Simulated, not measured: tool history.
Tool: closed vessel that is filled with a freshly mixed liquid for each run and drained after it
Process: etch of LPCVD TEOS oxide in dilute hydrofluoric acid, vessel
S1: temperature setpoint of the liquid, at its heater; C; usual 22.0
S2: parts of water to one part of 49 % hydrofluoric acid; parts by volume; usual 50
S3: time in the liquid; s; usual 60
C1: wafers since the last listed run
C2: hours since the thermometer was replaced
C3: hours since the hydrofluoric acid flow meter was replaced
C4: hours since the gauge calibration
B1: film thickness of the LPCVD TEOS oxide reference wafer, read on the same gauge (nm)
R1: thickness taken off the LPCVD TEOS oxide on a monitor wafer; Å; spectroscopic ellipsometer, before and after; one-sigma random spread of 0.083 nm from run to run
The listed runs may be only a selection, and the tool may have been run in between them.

| run | hour | S1 | S2 | S3 | C1 | C2 | C3 | C4 | B1 | R1 |
|---|---|---|---|---|---|---|---|---|---|---|
| 1 | 0.0 | 22.0 | 50 | 60 | 0 | 2353.8 | 1260.2 | 76.6 | 130.03 | 185.1 |
| 2 | 8.5 | 22.0 | 50 | 60 | 588 | 2362.3 | 1268.7 | 85.1 | 130.00 | 184.2 |
| 3 | 41.8 | 22.0 | 50 | 60 | 2306 | 2395.6 | 1302.0 | 118.4 | 130.00 | 182.6 |
| 4 | 51.0 | 22.0 | 50 | 60 | 637 | 2404.8 | 1311.2 | 127.6 | 130.02 | 184.7 |
| 5 | 61.0 | 22.0 | 50 | 60 | 692 | 2414.8 | 1321.2 | 137.6 | 129.97 | 183.0 |
|  | 70.2 | thermometer replaced |
| 6 | 73.6 | 22.0 | 50 | 60 | 803 | 3.4 | 1333.8 | 150.2 | 130.01 | 182.9 |
|  | 76.7 | hydrofluoric acid flow meter replaced |
| 7 | 88.3 | 22.0 | 50 | 60 | 949 | 18.1 | 11.6 | 164.9 | 130.01 | 167.1 |
| 8 | 95.1 | 22.0 | 50 | 60 | 471 | 24.9 | 18.4 | 171.7 | 129.97 | 167.2 |
|  | 96.6 | gauge calibrated |
| 9 | 103.6 | 22.0 | 50 | 60 | 588 | 33.4 | 26.9 | 7.0 | 129.99 | 168.2 |
| 10 | 110.8 | 26.0 | 50 | 40 | 498 | 40.6 | 34.1 | 14.2 | 130.02 | 130.3 |
| 11 | 126.2 | 24.0 | 70 | 45 | 1066 | 56.0 | 49.5 | 29.6 | 130.02 | 94.0 |
|  | 128.9 | hydrofluoric acid flow meter replaced, repeated, since the last time left the tool worse |
| 12 | 135.5 | 26.0 | 25 | 95 | 574 | 65.3 | 6.6 | 38.9 | 129.99 | 763.8 |
| 13 | 148.0 | 26.0 | 50 | 40 | 865 | 77.8 | 19.1 | 51.4 | 129.97 | 155.7 |
| 14 | 161.3 | 22.0 | 50 | 60 | 921 | 91.1 | 32.4 | 64.7 | 130.01 | 199.2 |
| 15 | 171.0 | 22.0 | 50 | 45 | 671 | 100.8 | 42.1 | 74.4 | 130.05 | 148.9 |
| 16 | 185.0 | 22.0 | 50 | 90 | 969 | 114.8 | 56.1 | 88.4 | 130.01 | 297.4 |
| 17 | 200.6 | 26.0 | 50 | 40 | 1080 | 130.4 | 71.7 | 104.0 | 130.03 | 155.4 |
| 18 | 211.9 | 24.0 | 50 | 60 | 782 | 141.7 | 83.0 | 115.3 | 129.95 | 214.8 |
| 19 | 226.9 | 17.5 | 60 | 90 | 1039 | 156.7 | 98.0 | 130.3 | 130.00 | 203.0 |

Alternative continuations, all from the tool just after run 19; predict every row:
| A | 227.6 | 22.0 | 70 | 60 | 48 | 157.4 | 98.7 | 131.0 | ? | ? |
| B | 227.6 | 25.5 | 50 | 60 | 48 | 157.4 | 98.7 | 131.0 | ? | ? |
| C | 227.6 | 22.0 | 60 | 60 | 48 | 157.4 | 98.7 | 131.0 | ? | ? |
| D | 227.6 | 26.5 | 50 | 60 | 48 | 157.4 | 98.7 | 131.0 | ? | ? |

| run | B1 | R1 |
|---|---|---|
| A | 129.98 | 138.6 |
| B | 129.98 | 229.8 |
| C | 129.98 | 163.7 |
| D | 129.98 | 239.3 |
With the hidden condition removed and each run's random variation left untouched, the same runs would have given:
| run | R1 |
|---|---|
| A | 140.0 |
| B | 232.1 |
| C | 165.3 |
| D | 241.7 |

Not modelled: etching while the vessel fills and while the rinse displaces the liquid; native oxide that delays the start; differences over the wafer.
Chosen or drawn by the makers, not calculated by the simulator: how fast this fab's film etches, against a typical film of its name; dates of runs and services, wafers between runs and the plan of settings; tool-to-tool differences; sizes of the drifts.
